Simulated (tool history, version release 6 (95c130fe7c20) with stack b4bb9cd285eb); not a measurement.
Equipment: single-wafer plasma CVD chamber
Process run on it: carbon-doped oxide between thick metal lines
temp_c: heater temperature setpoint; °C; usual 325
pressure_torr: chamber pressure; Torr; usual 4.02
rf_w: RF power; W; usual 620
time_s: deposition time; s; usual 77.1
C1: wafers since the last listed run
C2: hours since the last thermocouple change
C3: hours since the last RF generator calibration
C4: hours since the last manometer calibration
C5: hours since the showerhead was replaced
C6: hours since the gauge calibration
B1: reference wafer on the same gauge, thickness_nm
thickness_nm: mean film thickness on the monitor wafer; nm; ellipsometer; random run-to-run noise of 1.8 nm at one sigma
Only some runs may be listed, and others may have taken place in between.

{"run": 1, "hour": 0.0, "temp_c": 325, "pressure_torr": 4.02, "rf_w": 620, "time_s": 77.1, "C1": 0, "C2": 1874.9, "C3": 26.4, "C4": 1734.8, "C5": 1885.1, "C6": 184.7, "B1": 388.948, "thickness_nm": 425.274}
{"run": 2, "hour": 99.5, "temp_c": 325, "pressure_torr": 4.02, "rf_w": 620, "time_s": 77.1, "C1": 1568, "C2": 1974.4, "C3": 125.9, "C4": 1834.3, "C5": 1984.6, "C6": 284.2, "B1": 388.961, "thickness_nm": 426.857}
{"run": 3, "hour": 144.9, "temp_c": 325, "pressure_torr": 4.02, "rf_w": 620, "time_s": 77.1, "C1": 715, "C2": 2019.8, "C3": 171.3, "C4": 1879.7, "C5": 2030, "C6": 329.6, "B1": 388.628, "thickness_nm": 428.168}
{"run": 4, "hour": 244.2, "temp_c": 325, "pressure_torr": 4.02, "rf_w": 620, "time_s": 77.1, "C1": 1564, "C2": 2119.1, "C3": 270.6, "C4": 1979, "C5": 2129.3, "C6": 428.9, "B1": 388.714, "thickness_nm": 428.571}
{"run": 5, "hour": 305.7, "temp_c": 325, "pressure_torr": 4.02, "rf_w": 620, "time_s": 77.1, "C1": 969, "C2": 2180.6, "C3": 332.1, "C4": 2040.5, "C5": 2190.8, "C6": 490.4, "B1": 388.997, "thickness_nm": 424.87}
{"run": 6, "hour": 401.1, "temp_c": 325, "pressure_torr": 4.02, "rf_w": 620, "time_s": 77.1, "C1": 1503, "C2": 2276, "C3": 427.5, "C4": 2135.9, "C5": 2286.2, "C6": 585.8, "B1": 388.892, "thickness_nm": 426.513}
{"hour": 442.9, "done": "showerhead replaced"}
{"hour": 480.4, "done": "thermocouple changed; heater temperature recalibrated"}
{"run": 7, "hour": 485.4, "temp_c": 325, "pressure_torr": 4.02, "rf_w": 620, "time_s": 77.1, "C1": 1076, "C2": 5, "C3": 511.8, "C4": 2220.2, "C5": 42.5, "C6": 670.1, "B1": 388.797, "thickness_nm": 437.445}
{"hour": 496.2, "done": "capacitance manometer re-zeroed and calibrated"}
{"run": 8, "hour": 636.5, "temp_c": 311, "pressure_torr": 4.49, "rf_w": 620, "time_s": 66.8, "C1": 2255, "C2": 156.1, "C3": 662.9, "C4": 140.3, "C5": 193.6, "C6": 821.2, "B1": 388.919, "thickness_nm": 408.357}
{"hour": 774.5, "done": "thermocouple changed; heater temperature recalibrated, repeated, since the last time left the tool worse"}
{"hour": 873.9, "done": "RF generator calibrated"}
{"run": 9, "hour": 929.8, "temp_c": 337, "pressure_torr": 4.02, "rf_w": 620, "time_s": 77.1, "C1": 4370, "C2": 155.3, "C3": 55.9, "C4": 433.6, "C5": 486.9, "C6": 1114.5, "B1": 389.129, "thickness_nm": 407.401}
{"run": 10, "hour": 1023.8, "temp_c": 325, "pressure_torr": 4.56, "rf_w": 620, "time_s": 77.1, "C1": 1481, "C2": 249.3, "C3": 149.9, "C4": 527.6, "C5": 580.9, "C6": 1208.5, "B1": 388.766, "thickness_nm": 435.867}
{"hour": 1039.9, "done": "gauge calibrated"}
{"run": 11, "hour": 1169.0, "temp_c": 320, "pressure_torr": 4.88, "rf_w": 620, "time_s": 77.1, "C1": 2288, "C2": 394.5, "C3": 295.1, "C4": 672.8, "C5": 726.1, "C6": 129.1, "B1": 388.633, "thickness_nm": 448.602}
{"run": 12, "hour": 1225.5, "temp_c": 325, "pressure_torr": 4.02, "rf_w": 620, "time_s": 77.1, "C1": 890, "C2": 451, "C3": 351.6, "C4": 729.3, "C5": 782.6, "C6": 185.6, "B1": 389.54, "thickness_nm": 425.933}
{"run": 13, "hour": 1295.2, "temp_c": 325, "pressure_torr": 4.02, "rf_w": 620, "time_s": 77.1, "C1": 1098, "C2": 520.7, "C3": 421.3, "C4": 799, "C5": 852.3, "C6": 255.3, "B1": 388.354, "thickness_nm": 423.755}
{"run": 14, "hour": 1370.6, "temp_c": 325, "pressure_torr": 3.46, "rf_w": 620, "time_s": 81.1, "C1": 1188, "C2": 596.1, "C3": 496.7, "C4": 874.4, "C5": 927.7, "C6": 330.7, "B1": 388.628, "thickness_nm": 435.985}

3 ways to go on from here, each from the tool as it stands after run 14. What would each give?
{"run": "A", "hour": 1371.0, "temp_c": 325, "pressure_torr": 4.02, "rf_w": 620, "time_s": 77.1, "C1": 6, "C2": 596.5, "C3": 497.1, "C4": 874.8, "C5": 928.1, "C6": 331.1, "B1": "?", "thickness_nm": "?"}
{"run": "B", "hour": 1371.0, "temp_c": 317, "pressure_torr": 4.79, "rf_w": 525, "time_s": 83.9, "C1": 6, "C2": 596.5, "C3": 497.1, "C4": 874.8, "C5": 928.1, "C6": 331.1, "B1": "?", "thickness_nm": "?"}
{"run": "C", "hour": 1371.0, "temp_c": 321, "pressure_torr": 3.24, "rf_w": 535, "time_s": 68.5, "C1": 6, "C2": 596.5, "C3": 497.1, "C4": 874.8, "C5": 928.1, "C6": 331.1, "B1": "?", "thickness_nm": "?"}

run=A B1=389.166 thickness_nm=423.682
run=B B1=389.166 thickness_nm=461.714
run=C B1=389.166 thickness_nm=347.04
Take away the tool's hidden state, keep each run's random variation, and the runs would have read:
run=A thickness_nm=421.655
run=B thickness_nm=459.216
run=C thickness_nm=345.252
